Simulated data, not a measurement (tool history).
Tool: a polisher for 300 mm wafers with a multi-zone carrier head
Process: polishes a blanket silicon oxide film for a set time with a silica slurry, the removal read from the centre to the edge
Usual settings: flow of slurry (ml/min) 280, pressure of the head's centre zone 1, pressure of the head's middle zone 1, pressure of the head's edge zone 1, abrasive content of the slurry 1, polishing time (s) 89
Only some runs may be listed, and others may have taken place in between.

| run | day | flow of slurry (ml/min) | pressure of the head's centre zone | pressure of the head's middle zone | pressure of the head's edge zone | abrasive content of the slurry | polishing time (s) | wafers since the last listed run | wafers polished on this pad | hours since the slurry nozzle was cleaned | hours since the centre zone pressure was calibrated | hours since the edge zone pressure was calibrated | hours since the carrier head's membrane was replaced | incoming thickness of the incoming film, nm | film removed at the wafer's centre (Å) | film removed at mid-radius (Å) | film removed at the wafer's edge (Å) |
|---|---|---|---|---|---|---|---|---|---|---|---|---|---|---|---|---|---|
| 1 | 0 | 280 | 1 | 1 | 1 | 1 | 99 | 0 | 2818 | 70.3 | 440 | 174.7 | 450.3 | 1817.2 | 4169 | 4033 | 3963 |
| 2 | 5.217 | 280 | 1 | 1 | 1 | 1 | 99 | 1172 | 3991 | 195.5 | 565.2 | 299.9 | 575.5 | 1840.7 | 4213 | 3895 | 3981 |
| 3 | 8.721 | 280 | 1 | 1 | 1 | 1.1 | 89 | 787 | 4779 | 279.6 | 649.3 | 384 | 659.6 | 1834.5 | 3936 | 3590 | 3713 |
|  | 10.229 | worn pad replaced by a new one |
| 4 | 10.396 | 190 | 1 | 0.93 | 1 | 1 | 113 | 339 | 37 | 319.8 | 689.5 | 424.2 | 699.8 | 1859.6 | 4500 | 3918 | 4212 |
|  | 10.792 | centre zone pressure recalibrated |
|  | 11.238 | carrier head's membrane replaced by a new one |
| 5 | 12.033 | 280 | 1 | 1.06 | 1 | 1 | 89 | 302 | 339 | 359.1 | 29.8 | 463.5 | 19.1 | 1857.8 | 3473 | 3548 | 3439 |
|  | 14.754 | edge zone pressure recalibrated |
| 6 | 19.038 | 250 | 1 | 0.93 | 1 | 1 | 112 | 1555 | 1895 | 527.2 | 197.9 | 102.8 | 187.2 | 1844.6 | 4165 | 3925 | 4241 |
| 7 | 21.929 | 280 | 1.06 | 0.95 | 1 | 1 | 113 | 649 | 2545 | 596.6 | 267.3 | 172.2 | 256.6 | 1834.8 | 4480 | 4108 | 4283 |
|  | 22.267 | slurry nozzle cleaned |
| 8 | 24.754 | 280 | 1 | 0.96 | 1 | 1 | 89 | 625 | 3171 | 59.7 | 335.1 | 240 | 324.4 | 1864.2 | 3710 | 3545 | 3539 |
| 9 | 27.783 | 200 | 1.09 | 1 | 1 | 1 | 89 | 680 | 3851 | 132.4 | 407.8 | 312.7 | 397.1 | 1845.6 | 3802 | 3408 | 3434 |
|  | 29.788 | worn pad replaced by a new one |
| 10 | 31.212 | 365 | 1 | 1 | 1.03 | 1 | 67 | 733 | 320 | 214.7 | 490.1 | 395 | 479.4 | 1848.6 | 2883 | 2795 | 2771 |
| 11 | 33.404 | 280 | 1 | 1 | 0.9 | 1 | 89 | 492 | 813 | 267.3 | 542.7 | 447.6 | 532 | 1882.3 | 3730 | 3570 | 3357 |
| 12 | 35.292 | 280 | 1 | 1.06 | 1 | 0.85 | 89 | 424 | 1237 | 312.6 | 588 | 492.9 | 577.3 | 1859 | 3478 | 3415 | 3226 |
|  | 35.921 | centre zone pressure recalibrated |
|  | 37.008 | carrier head's membrane replaced by a new one |
|  | 38.033 | edge zone pressure recalibrated |
| 13 | 42.271 | 280 | 1 | 1.11 | 1.04 | 0.8 | 109 | 1484 | 2721 | 480.1 | 152.4 | 101.7 | 126.3 | 1825.6 | 3850 | 4037 | 3987 |
|  | 46.033 | slurry nozzle cleaned |
| 14 | 46.762 | 280 | 1.06 | 0.95 | 1 | 1 | 113 | 1000 | 3721 | 17.5 | 260.2 | 209.5 | 234.1 | 1837.5 | 4951 | 4459 | 4621 |
| 15 | 48.608 | 280 | 1 | 1.09 | 1.04 | 1 | 114 | 414 | 4136 | 61.8 | 304.5 | 253.8 | 278.4 | 1852.5 | 4707 | 4914 | 4628 |
| 16 | 50.946 | 280 | 1 | 1 | 1 | 1 | 89 | 525 | 4662 | 117.9 | 360.6 | 309.9 | 334.5 | 1819.2 | 3690 | 3573 | 3571 |
|  | 51.729 | worn pad replaced by a new one |
| 17 | 55.079 | 280 | 1 | 0.96 | 1 | 0.9 | 60 | 891 | 752 | 217.1 | 459.8 | 409.1 | 433.7 | 1841.5 | 2381 | 2271 | 2315 |
| 18 | 57.454 | 280 | 0.95 | 0.95 | 1.06 | 1 | 89 | 533 | 1286 | 274.1 | 516.8 | 466.1 | 490.7 | 1874.8 | 3539 | 3404 | 3699 |
| 19 | 59.079 | 210 | 1 | 1 | 1 | 1 | 64 | 365 | 1651 | 313.1 | 555.8 | 505.1 | 529.7 | 1841.9 | 2513 | 2344 | 2506 |

What will run 20 give?
|  | 61.425 | edge zone pressure recalibrated |
|  | 61.596 | carrier head's membrane replaced by a new one |
| 20 | 63.558 | 280 | 1 | 1 | 1 | 1 | 89 | 949 | 2600 | 420.6 | 663.3 | 51.2 | 47.1 | 1853.1 | ? | ? | ? |

Run 20 yielded film removed at the wafer's centre (Å) 3719, film removed at mid-radius (Å) 3487, film removed at the wafer's edge (Å) 3419.
Were there no unlogged condition in the tool, this run, its random variation unchanged, would have produced film removed at the wafer's centre (Å) 3685, film removed at mid-radius (Å) 3689, film removed at the wafer's edge (Å) 3565.
